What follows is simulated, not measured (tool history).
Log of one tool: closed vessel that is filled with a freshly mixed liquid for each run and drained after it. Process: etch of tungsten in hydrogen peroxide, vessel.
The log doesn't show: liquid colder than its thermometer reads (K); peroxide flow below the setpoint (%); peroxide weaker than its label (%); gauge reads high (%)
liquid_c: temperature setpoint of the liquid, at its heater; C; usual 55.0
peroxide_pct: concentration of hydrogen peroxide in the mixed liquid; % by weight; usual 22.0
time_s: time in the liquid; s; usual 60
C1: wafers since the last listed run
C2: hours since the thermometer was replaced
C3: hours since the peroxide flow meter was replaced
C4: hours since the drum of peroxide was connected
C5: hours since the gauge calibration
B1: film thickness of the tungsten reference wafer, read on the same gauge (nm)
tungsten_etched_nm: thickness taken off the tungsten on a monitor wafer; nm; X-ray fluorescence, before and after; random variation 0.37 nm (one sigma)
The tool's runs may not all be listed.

Run 1, day 0.000: usual settings; C1 0; C2 1631.1; C3 319.1; C4 1108.2; C5 57.6; B1 49.90. Result: tungsten_etched_nm 130.15 nm.
Run 2, day 0.900: usual settings; C1 2224; C2 1652.7; C3 340.7; C4 1129.8; C5 79.2; B1 49.97. Result: tungsten_etched_nm 130.41 nm.
Run 3, day 1.850: usual settings but time_s 65 s; C1 2348; C2 1675.5; C3 363.5; C4 1152.6; C5 102.0; B1 49.98. Result: tungsten_etched_nm 140.43 nm.
Run 4, day 3.038: usual settings; C1 2935; C2 1704.0; C3 392.0; C4 1181.1; C5 130.5; B1 49.99. Result: tungsten_etched_nm 130.46 nm.
Run 5, day 4.342: usual settings; C1 3223; C2 1735.3; C3 423.3; C4 1212.4; C5 161.8; B1 50.07. Result: tungsten_etched_nm 130.02 nm.
Run 6, day 5.529: usual settings; C1 2935; C2 1763.8; C3 451.8; C4 1240.9; C5 190.3; B1 50.15. Result: tungsten_etched_nm 130.87 nm.
Run 7, day 6.408: usual settings; C1 2173; C2 1784.9; C3 472.9; C4 1262.0; C5 211.4; B1 50.21. Result: tungsten_etched_nm 130.01 nm.
At day 6.975: gauge calibrated.
At day 6.988: thermometer replaced.
Run 8, day 7.117: usual settings; C1 1647; C2 3.1; C3 489.9; C4 1279.0; C5 3.4; B1 49.99. Result: tungsten_etched_nm 129.93 nm.
At day 7.942: new drum of peroxide connected.
Run 9, day 8.075: usual settings; C1 2265; C2 26.1; C3 512.9; C4 3.2; C5 26.4; B1 50.01. Result: tungsten_etched_nm 130.09 nm.
Run 10, day 8.675: usual settings but liquid_c 57.5 C; C1 1483; C2 40.5; C3 527.3; C4 17.6; C5 40.8; B1 50.06. Result: tungsten_etched_nm 150.28 nm.
At day 9.742: peroxide flow meter replaced.
Run 11, day 10.008: usual settings; C1 3192; C2 72.5; C3 6.4; C4 49.6; C5 72.8; B1 50.08. Result: tungsten_etched_nm 129.52 nm.
Run 12, day 10.654: usual settings but liquid_c 65.0 C, peroxide_pct 19.0 % by weight, time_s 80 s; C1 1596; C2 88.0; C3 21.9; C4 65.1; C5 88.3; B1 50.11. Result: tungsten_etched_nm 286.34 nm.
Run 13, day 11.221: usual settings but liquid_c 63.5 C, peroxide_pct 16.0 % by weight, time_s 85 s; C1 1400; C2 101.6; C3 35.5; C4 78.7; C5 101.9; B1 50.11. Result: tungsten_etched_nm 257.18 nm.
Run 14, day 12.188: usual settings but liquid_c 46.5 C, peroxide_pct 24.0 % by weight, time_s 70 s; C1 2389; C2 124.8; C3 58.7; C4 101.9; C5 125.1; B1 50.16. Result: tungsten_etched_nm 94.43 nm.
Run 15, day 13.529: usual settings but liquid_c 51.0 C; C1 3316; C2 157.0; C3 90.9; C4 134.1; C5 157.3; B1 50.24. Result: tungsten_etched_nm 102.48 nm.
Run 16, day 14.904: usual settings but liquid_c 65.0 C, peroxide_pct 24.5 % by weight, time_s 40 s; C1 3398; C2 190.0; C3 123.9; C4 167.1; C5 190.3; B1 50.36. Result: tungsten_etched_nm 163.54 nm.
Run 17, day 15.471: usual settings but liquid_c 52.0 C, peroxide_pct 24.0 % by weight; C1 1400; C2 203.6; C3 137.5; C4 180.7; C5 203.9; B1 50.37. Result: tungsten_etched_nm 114.23 nm.
At day 16.442: gauge calibrated.
Run 18, day 16.967: usual settings but peroxide_pct 24.0 % by weight, time_s 90 s; C1 3697; C2 239.5; C3 173.4; C4 216.6; C5 12.6; B1 50.03. Result: tungsten_etched_nm 204.19 nm.

The next listed run, before its measurement:
Run 19, day 17.804: usual settings but liquid_c 58.5 C, peroxide_pct 17.0 % by weight, time_s 85 s; C1 2070; C2 259.6; C3 193.5; C4 236.7; C5 32.7; B1 ?. Result: tungsten_etched_nm ?.

{"run 19": {"B1": 50.01, "tungsten_etched_nm": 199.54}}
Without the tool's hidden state the same run would have given tungsten_etched_nm 199.41 nm.

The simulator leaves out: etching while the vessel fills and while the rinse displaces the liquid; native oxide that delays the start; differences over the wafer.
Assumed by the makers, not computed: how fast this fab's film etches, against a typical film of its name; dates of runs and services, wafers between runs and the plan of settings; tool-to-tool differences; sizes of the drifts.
